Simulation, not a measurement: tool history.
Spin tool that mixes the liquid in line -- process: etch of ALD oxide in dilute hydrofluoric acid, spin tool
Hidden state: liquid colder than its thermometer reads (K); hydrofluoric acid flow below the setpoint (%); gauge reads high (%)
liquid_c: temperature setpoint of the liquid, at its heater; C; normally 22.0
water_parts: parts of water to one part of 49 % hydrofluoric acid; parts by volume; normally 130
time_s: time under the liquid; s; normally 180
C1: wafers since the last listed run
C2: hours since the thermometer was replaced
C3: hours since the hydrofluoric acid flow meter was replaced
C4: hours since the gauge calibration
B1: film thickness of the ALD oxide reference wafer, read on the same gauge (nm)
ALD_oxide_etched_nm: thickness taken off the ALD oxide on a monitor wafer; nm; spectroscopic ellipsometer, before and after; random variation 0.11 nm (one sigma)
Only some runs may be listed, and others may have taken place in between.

{"run": 1, "hour": 0.0, "liquid_c": 22.0, "water_parts": 130, "time_s": 180, "C1": 0, "C2": 1900.9, "C3": 1827.0, "C4": 313.8, "B1": 120.0, "ALD_oxide_etched_nm": 11.14}
{"run": 2, "hour": 12.8, "liquid_c": 22.0, "water_parts": 130, "time_s": 180, "C1": 116, "C2": 1913.7, "C3": 1839.8, "C4": 326.6, "B1": 120.0, "ALD_oxide_etched_nm": 11.02}
{"run": 3, "hour": 26.6, "liquid_c": 22.0, "water_parts": 105, "time_s": 180, "C1": 125, "C2": 1927.5, "C3": 1853.6, "C4": 340.4, "B1": 120.02, "ALD_oxide_etched_nm": 14.17}
{"run": 4, "hour": 45.9, "liquid_c": 22.0, "water_parts": 130, "time_s": 180, "C1": 175, "C2": 1946.8, "C3": 1872.9, "C4": 359.7, "B1": 120.0, "ALD_oxide_etched_nm": 11.12}
{"run": 5, "hour": 59.0, "liquid_c": 22.0, "water_parts": 130, "time_s": 180, "C1": 119, "C2": 1959.9, "C3": 1886.0, "C4": 372.8, "B1": 120.0, "ALD_oxide_etched_nm": 10.9}
{"run": 6, "hour": 72.4, "liquid_c": 22.0, "water_parts": 130, "time_s": 180, "C1": 121, "C2": 1973.3, "C3": 1899.4, "C4": 386.2, "B1": 119.99, "ALD_oxide_etched_nm": 11.13}
{"run": 7, "hour": 100.3, "liquid_c": 22.0, "water_parts": 130, "time_s": 180, "C1": 253, "C2": 2001.2, "C3": 1927.3, "C4": 414.1, "B1": 120.01, "ALD_oxide_etched_nm": 11.13}
{"run": 8, "hour": 123.0, "liquid_c": 22.0, "water_parts": 130, "time_s": 180, "C1": 206, "C2": 2023.9, "C3": 1950.0, "C4": 436.8, "B1": 120.0, "ALD_oxide_etched_nm": 10.97}
{"run": 9, "hour": 139.3, "liquid_c": 22.0, "water_parts": 130, "time_s": 180, "C1": 148, "C2": 2040.2, "C3": 1966.3, "C4": 453.1, "B1": 120.01, "ALD_oxide_etched_nm": 10.88}
{"run": 10, "hour": 165.8, "liquid_c": 22.0, "water_parts": 130, "time_s": 180, "C1": 241, "C2": 2066.7, "C3": 1992.8, "C4": 479.6, "B1": 119.97, "ALD_oxide_etched_nm": 10.94}
{"run": 11, "hour": 179.3, "liquid_c": 22.0, "water_parts": 130, "time_s": 180, "C1": 122, "C2": 2080.2, "C3": 2006.3, "C4": 493.1, "B1": 120.0, "ALD_oxide_etched_nm": 10.95}
{"hour": 210.5, "done": "thermometer replaced"}
{"run": 12, "hour": 214.6, "liquid_c": 25.0, "water_parts": 130, "time_s": 180, "C1": 312, "C2": 4.1, "C3": 2041.6, "C4": 528.4, "B1": 120.01, "ALD_oxide_etched_nm": 13.38}
{"run": 13, "hour": 250.6, "liquid_c": 22.0, "water_parts": 130, "time_s": 180, "C1": 327, "C2": 40.1, "C3": 2077.6, "C4": 564.4, "B1": 120.0, "ALD_oxide_etched_nm": 11.82}
{"run": 14, "hour": 263.0, "liquid_c": 22.0, "water_parts": 130, "time_s": 180, "C1": 112, "C2": 52.5, "C3": 2090.0, "C4": 576.8, "B1": 120.0, "ALD_oxide_etched_nm": 11.85}
{"run": 15, "hour": 287.5, "liquid_c": 22.0, "water_parts": 75, "time_s": 95, "C1": 223, "C2": 77.0, "C3": 2114.5, "C4": 601.3, "B1": 120.02, "ALD_oxide_etched_nm": 11.49}
{"run": 16, "hour": 309.4, "liquid_c": 26.5, "water_parts": 105, "time_s": 105, "C1": 199, "C2": 98.9, "C3": 2136.4, "C4": 623.2, "B1": 120.0, "ALD_oxide_etched_nm": 10.54}
{"run": 17, "hour": 344.8, "liquid_c": 22.0, "water_parts": 105, "time_s": 180, "C1": 322, "C2": 134.3, "C3": 2171.8, "C4": 658.6, "B1": 120.0, "ALD_oxide_etched_nm": 14.93}
{"run": 18, "hour": 367.2, "liquid_c": 22.0, "water_parts": 130, "time_s": 180, "C1": 203, "C2": 156.7, "C3": 2194.2, "C4": 681.0, "B1": 120.0, "ALD_oxide_etched_nm": 11.75}
{"run": 19, "hour": 393.4, "liquid_c": 26.5, "water_parts": 130, "time_s": 180, "C1": 238, "C2": 182.9, "C3": 2220.4, "C4": 707.2, "B1": 120.0, "ALD_oxide_etched_nm": 13.75}
{"run": 20, "hour": 412.7, "liquid_c": 19.5, "water_parts": 130, "time_s": 210, "C1": 175, "C2": 202.2, "C3": 2239.7, "C4": 726.5, "B1": 119.99, "ALD_oxide_etched_nm": 12.43}
{"run": 21, "hour": 434.8, "liquid_c": 22.0, "water_parts": 150, "time_s": 180, "C1": 201, "C2": 224.3, "C3": 2261.8, "C4": 748.6, "B1": 120.02, "ALD_oxide_etched_nm": 9.76}
{"hour": 448.9, "done": "gauge calibrated"}
{"run": 22, "hour": 469.1, "liquid_c": 19.5, "water_parts": 130, "time_s": 265, "C1": 312, "C2": 258.6, "C3": 2296.1, "C4": 20.2, "B1": 120.0, "ALD_oxide_etched_nm": 15.52}
{"run": 23, "hour": 482.0, "liquid_c": 22.0, "water_parts": 130, "time_s": 180, "C1": 117, "C2": 271.5, "C3": 2309.0, "C4": 33.1, "B1": 120.0, "ALD_oxide_etched_nm": 11.69}
{"run": 24, "hour": 502.0, "liquid_c": 17.0, "water_parts": 170, "time_s": 70, "C1": 182, "C2": 291.5, "C3": 2329.0, "C4": 53.1, "B1": 120.01, "ALD_oxide_etched_nm": 2.67}
{"run": 25, "hour": 522.7, "liquid_c": 22.0, "water_parts": 130, "time_s": 180, "C1": 188, "C2": 312.2, "C3": 2349.7, "C4": 73.8, "B1": 119.98, "ALD_oxide_etched_nm": 11.53}
{"hour": 533.9, "done": "hydrofluoric acid flow meter replaced"}
{"run": 26, "hour": 554.2, "liquid_c": 20.5, "water_parts": 130, "time_s": 75, "C1": 277, "C2": 343.7, "C3": 20.3, "C4": 105.3, "B1": 119.99, "ALD_oxide_etched_nm": 5.26}
{"run": 27, "hour": 567.3, "liquid_c": 22.0, "water_parts": 130, "time_s": 180, "C1": 119, "C2": 356.8, "C3": 33.4, "C4": 118.4, "B1": 119.99, "ALD_oxide_etched_nm": 13.3}
{"run": 28, "hour": 590.0, "liquid_c": 22.0, "water_parts": 130, "time_s": 180, "C1": 206, "C2": 379.5, "C3": 56.1, "C4": 141.1, "B1": 120.0, "ALD_oxide_etched_nm": 12.98}
{"run": 29, "hour": 612.5, "liquid_c": 22.0, "water_parts": 100, "time_s": 90, "C1": 204, "C2": 402.0, "C3": 78.6, "C4": 163.6, "B1": 120.0, "ALD_oxide_etched_nm": 8.97}
{"run": 30, "hour": 647.3, "liquid_c": 24.0, "water_parts": 75, "time_s": 180, "C1": 316, "C2": 436.8, "C3": 113.4, "C4": 198.4, "B1": 119.98, "ALD_oxide_etched_nm": 26.34}
{"run": 31, "hour": 664.1, "liquid_c": 19.0, "water_parts": 175, "time_s": 85, "C1": 152, "C2": 453.6, "C3": 130.2, "C4": 215.2, "B1": 120.01, "ALD_oxide_etched_nm": 3.91}
{"run": 32, "hour": 694.5, "liquid_c": 22.0, "water_parts": 160, "time_s": 180, "C1": 276, "C2": 484.0, "C3": 160.6, "C4": 245.6, "B1": 120.01, "ALD_oxide_etched_nm": 10.19}
{"run": 33, "hour": 719.8, "liquid_c": 22.0, "water_parts": 130, "time_s": 180, "C1": 230, "C2": 509.3, "C3": 185.9, "C4": 270.9, "B1": 119.99, "ALD_oxide_etched_nm": 13.05}

5 ways to go on from here, each from the tool as it stands after run 33. What would each give?
{"run": "A", "hour": 720.3, "liquid_c": 22.0, "water_parts": 130, "time_s": 110, "C1": 4, "C2": 509.8, "C3": 186.4, "C4": 271.4, "B1": "?", "ALD_oxide_etched_nm": "?"}
{"run": "B", "hour": 720.3, "liquid_c": 23.5, "water_parts": 110, "time_s": 120, "C1": 4, "C2": 509.8, "C3": 186.4, "C4": 271.4, "B1": "?", "ALD_oxide_etched_nm": "?"}
{"run": "C", "hour": 720.3, "liquid_c": 20.0, "water_parts": 130, "time_s": 130, "C1": 4, "C2": 509.8, "C3": 186.4, "C4": 271.4, "B1": "?", "ALD_oxide_etched_nm": "?"}
{"run": "D", "hour": 720.3, "liquid_c": 22.0, "water_parts": 130, "time_s": 125, "C1": 4, "C2": 509.8, "C3": 186.4, "C4": 271.4, "B1": "?", "ALD_oxide_etched_nm": "?"}
{"run": "E", "hour": 720.3, "liquid_c": 22.0, "water_parts": 85, "time_s": 180, "C1": 4, "C2": 509.8, "C3": 186.4, "C4": 271.4, "B1": "?", "ALD_oxide_etched_nm": "?"}

run=A B1=120.00 ALD_oxide_etched_nm=8.01
run=B B1=120.00 ALD_oxide_etched_nm=11.21
run=C B1=120.00 ALD_oxide_etched_nm=8.73
run=D B1=120.00 ALD_oxide_etched_nm=9.10
run=E B1=120.00 ALD_oxide_etched_nm=21.12
With no hidden state in the tool, these same runs would have given:
run=A ALD_oxide_etched_nm=8.47
run=B ALD_oxide_etched_nm=11.86
run=C ALD_oxide_etched_nm=9.24
run=D ALD_oxide_etched_nm=9.63
run=E ALD_oxide_etched_nm=22.34

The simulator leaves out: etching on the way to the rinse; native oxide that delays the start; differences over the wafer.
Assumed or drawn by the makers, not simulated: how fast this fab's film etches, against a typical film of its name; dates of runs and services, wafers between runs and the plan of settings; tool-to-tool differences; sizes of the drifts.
